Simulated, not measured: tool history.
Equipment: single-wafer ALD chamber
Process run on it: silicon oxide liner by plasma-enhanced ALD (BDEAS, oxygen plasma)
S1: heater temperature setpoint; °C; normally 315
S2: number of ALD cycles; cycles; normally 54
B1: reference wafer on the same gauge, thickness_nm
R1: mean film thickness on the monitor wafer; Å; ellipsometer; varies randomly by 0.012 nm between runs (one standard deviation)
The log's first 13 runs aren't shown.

Run 14, hour 154.2: usual settings; B1 4.812. Result: R1 46.36 Å.
Run 15, hour 161.6: usual settings; B1 4.815. Result: R1 46.32 Å.
Run 16, hour 178.1: usual settings; B1 4.811. Result: R1 46.15 Å.
Run 17, hour 193.3: usual settings but S2 57 cycles; B1 4.810. Result: R1 48.61 Å.
Run 18, hour 200.0: usual settings but S2 57 cycles; B1 4.807. Result: R1 48.77 Å.
At hour 210.7: thermocouple changed; heater temperature recalibrated.
Run 19, hour 212.6: usual settings but S2 57 cycles; B1 4.814. Result: R1 48.77 Å.
Run 20, hour 227.9: usual settings; B1 4.810. Result: R1 46.40 Å.
Run 21, hour 234.3: usual settings; B1 4.810. Result: R1 46.41 Å.
Run 22, hour 242.1: usual settings; B1 4.813. Result: R1 46.26 Å.
Run 23, hour 252.9: usual settings but S1 311 °C, S2 61 cycles; B1 4.808. Result: R1 52.60 Å.
Run 24, hour 268.2: usual settings but S1 321 °C, S2 58 cycles; B1 4.809. Result: R1 49.16 Å.
Run 25, hour 276.8: usual settings; B1 4.811. Result: R1 46.24 Å.
Run 26, hour 293.9: usual settings but S1 301 °C; B1 4.811. Result: R1 47.39 Å.
Run 27, hour 302.6: usual settings but S1 326 °C, S2 47 cycles; B1 4.812. Result: R1 39.58 Å.
Run 28, hour 314.3: usual settings; B1 4.809. Result: R1 46.30 Å.
Run 29, hour 332.1: usual settings but S2 57 cycles; B1 4.809. Result: R1 49.19 Å.
At hour 337.3: gauge calibrated.
Run 30, hour 344.9: usual settings but S1 302 °C, S2 62 cycles; B1 4.809. Result: R1 54.17 Å.
Run 31, hour 360.4: usual settings; B1 4.813. Result: R1 46.42 Å.
Run 32, hour 367.4: usual settings but S2 59 cycles; B1 4.811. Result: R1 50.53 Å.
Run 33, hour 382.4: usual settings; B1 4.810. Result: R1 46.28 Å.
Run 34, hour 389.7: usual settings but S1 321 °C, S2 47 cycles; B1 4.814. Result: R1 39.93 Å.
Run 35, hour 416.2: usual settings but S1 302 °C, S2 64 cycles; B1 4.812. Result: R1 55.82 Å.
Run 36, hour 426.0: usual settings but S2 60 cycles; B1 4.811. Result: R1 51.43 Å.
Run 37, hour 433.1: usual settings but S1 307 °C; B1 4.810. Result: R1 46.83 Å.

Run 38 is up next; what results do you expect?
Run 38, hour 441.4: usual settings but S1 324 °C, S2 61 cycles; B1 ?. Result: R1 ?.

Logged for run 38: B1 4.809, R1 51.51 Å.
The same run, on a tool lacking any hidden state, would have yielded R1 51.51 Å.

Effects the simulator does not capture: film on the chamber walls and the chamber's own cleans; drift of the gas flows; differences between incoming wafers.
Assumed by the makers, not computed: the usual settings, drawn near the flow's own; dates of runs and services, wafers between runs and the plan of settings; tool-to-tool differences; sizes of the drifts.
